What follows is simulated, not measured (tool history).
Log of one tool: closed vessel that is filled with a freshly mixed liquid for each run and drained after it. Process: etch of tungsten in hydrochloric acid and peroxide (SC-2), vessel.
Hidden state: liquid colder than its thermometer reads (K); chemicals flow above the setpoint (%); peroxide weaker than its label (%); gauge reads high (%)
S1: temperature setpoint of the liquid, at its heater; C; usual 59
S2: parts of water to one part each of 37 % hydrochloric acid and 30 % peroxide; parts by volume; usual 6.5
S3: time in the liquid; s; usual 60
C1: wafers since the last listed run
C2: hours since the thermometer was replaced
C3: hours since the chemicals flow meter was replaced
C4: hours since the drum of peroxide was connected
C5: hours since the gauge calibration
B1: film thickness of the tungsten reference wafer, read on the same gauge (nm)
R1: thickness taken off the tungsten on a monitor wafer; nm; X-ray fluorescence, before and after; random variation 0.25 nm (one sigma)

{"run": 1, "hour": 0.0, "S1": 59, "S2": 6, "S3": 60, "C1": 0, "C2": 2483.5, "C3": 211.4, "C4": 672.1, "C5": 342.1, "B1": 60, "R1": 33.58}
{"run": 2, "hour": 7.1, "S1": 59, "S2": 6.5, "S3": 60, "C1": 947, "C2": 2490.6, "C3": 218.5, "C4": 679.2, "C5": 349.2, "B1": 60, "R1": 31.46}
{"run": 3, "hour": 21.3, "S1": 59, "S2": 6.5, "S3": 60, "C1": 1895, "C2": 2504.8, "C3": 232.7, "C4": 693.4, "C5": 363.4, "B1": 59.97, "R1": 31.41}
{"run": 4, "hour": 30.8, "S1": 59, "S2": 7.5, "S3": 60, "C1": 1267, "C2": 2514.3, "C3": 242.2, "C4": 702.9, "C5": 372.9, "B1": 60, "R1": 27.5}
{"run": 5, "hour": 48.2, "S1": 59, "S2": 7.5, "S3": 60, "C1": 2322, "C2": 2531.7, "C3": 259.6, "C4": 720.3, "C5": 390.3, "B1": 60.01, "R1": 28.44}
{"run": 6, "hour": 60.7, "S1": 59, "S2": 6.5, "S3": 60, "C1": 1668, "C2": 2544.2, "C3": 272.1, "C4": 732.8, "C5": 402.8, "B1": 60.02, "R1": 31.3}
{"run": 7, "hour": 73.3, "S1": 59, "S2": 6.5, "S3": 60, "C1": 1681, "C2": 2556.8, "C3": 284.7, "C4": 745.4, "C5": 415.4, "B1": 60, "R1": 31.33}
{"hour": 86.5, "done": "thermometer replaced"}
{"run": 8, "hour": 105.8, "S1": 59, "S2": 6.5, "S3": 60, "C1": 4204, "C2": 19.3, "C3": 317.2, "C4": 777.9, "C5": 447.9, "B1": 60.02, "R1": 37.07}
{"run": 9, "hour": 113.7, "S1": 59, "S2": 6.5, "S3": 60, "C1": 1054, "C2": 27.2, "C3": 325.1, "C4": 785.8, "C5": 455.8, "B1": 60.01, "R1": 37.1}
{"run": 10, "hour": 130.7, "S1": 69, "S2": 6.5, "S3": 60, "C1": 2268, "C2": 44.2, "C3": 342.1, "C4": 802.8, "C5": 472.8, "B1": 60.01, "R1": 68.58}
{"run": 11, "hour": 147.7, "S1": 54, "S2": 5, "S3": 75, "C1": 2268, "C2": 61.2, "C3": 359.1, "C4": 819.8, "C5": 489.8, "B1": 60.04, "R1": 41.12}
{"run": 12, "hour": 165.1, "S1": 59, "S2": 6.5, "S3": 60, "C1": 2322, "C2": 78.6, "C3": 376.5, "C4": 837.2, "C5": 507.2, "B1": 60, "R1": 37.2}
{"run": 13, "hour": 181.1, "S1": 59, "S2": 6.5, "S3": 35, "C1": 2135, "C2": 94.6, "C3": 392.5, "C4": 853.2, "C5": 523.2, "B1": 60.01, "R1": 21.42}
{"hour": 188.9, "done": "chemicals flow meter replaced"}
{"run": 14, "hour": 196.7, "S1": 65, "S2": 6.5, "S3": 40, "C1": 1948, "C2": 110.2, "C3": 7.8, "C4": 868.8, "C5": 538.8, "B1": 59.99, "R1": 34.89}
{"hour": 209.9, "done": "new drum of peroxide connected"}
{"run": 15, "hour": 210.4, "S1": 59, "S2": 6.5, "S3": 60, "C1": 1695, "C2": 123.9, "C3": 21.5, "C4": 0.5, "C5": 552.5, "B1": 59.98, "R1": 35.89}
{"run": 16, "hour": 227.6, "S1": 59, "S2": 6.5, "S3": 60, "C1": 2295, "C2": 141.1, "C3": 38.7, "C4": 17.7, "C5": 569.7, "B1": 60, "R1": 35.94}
{"run": 17, "hour": 245.6, "S1": 64, "S2": 5, "S3": 60, "C1": 2402, "C2": 159.1, "C3": 56.7, "C4": 35.7, "C5": 587.7, "B1": 60, "R1": 59.55}
{"run": 18, "hour": 257.2, "S1": 59, "S2": 6.5, "S3": 60, "C1": 1548, "C2": 170.7, "C3": 68.3, "C4": 47.3, "C5": 599.3, "B1": 59.98, "R1": 36.34}
{"run": 19, "hour": 274.2, "S1": 59, "S2": 4.5, "S3": 45, "C1": 2268, "C2": 187.7, "C3": 85.3, "C4": 64.3, "C5": 616.3, "B1": 59.99, "R1": 34.67}
{"hour": 284.0, "done": "gauge calibrated"}
{"run": 20, "hour": 284.5, "S1": 49, "S2": 6.5, "S3": 40, "C1": 1374, "C2": 198, "C3": 95.6, "C4": 74.6, "C5": 0.5, "B1": 60, "R1": 12.52}
{"run": 21, "hour": 292.9, "S1": 59, "S2": 6.5, "S3": 60, "C1": 1121, "C2": 206.4, "C3": 104, "C4": 83, "C5": 8.9, "B1": 60, "R1": 36.15}
{"run": 22, "hour": 308.0, "S1": 64, "S2": 6.5, "S3": 60, "C1": 2015, "C2": 221.5, "C3": 119.1, "C4": 98.1, "C5": 24, "B1": 59.98, "R1": 49.63}
{"run": 23, "hour": 319.1, "S1": 59, "S2": 6.5, "S3": 60, "C1": 1481, "C2": 232.6, "C3": 130.2, "C4": 109.2, "C5": 35.1, "B1": 60, "R1": 36.38}
{"run": 24, "hour": 329.1, "S1": 59, "S2": 6.5, "S3": 60, "C1": 1334, "C2": 242.6, "C3": 140.2, "C4": 119.2, "C5": 45.1, "B1": 60.03, "R1": 36.14}
{"run": 25, "hour": 345.3, "S1": 59, "S2": 5, "S3": 60, "C1": 2162, "C2": 258.8, "C3": 156.4, "C4": 135.4, "C5": 61.3, "B1": 60, "R1": 43.68}

Run 26 comes next. What will it give?
{"run": 26, "hour": 351.3, "S1": 50, "S2": 6.5, "S3": 60, "C1": 800, "C2": 264.8, "C3": 162.4, "C4": 141.4, "C5": 67.3, "B1": "?", "R1": "?"}

Run 26 gave B1 60, R1 20.13 nm.
Without the tool's hidden state the same run would have given R1 20.11 nm.
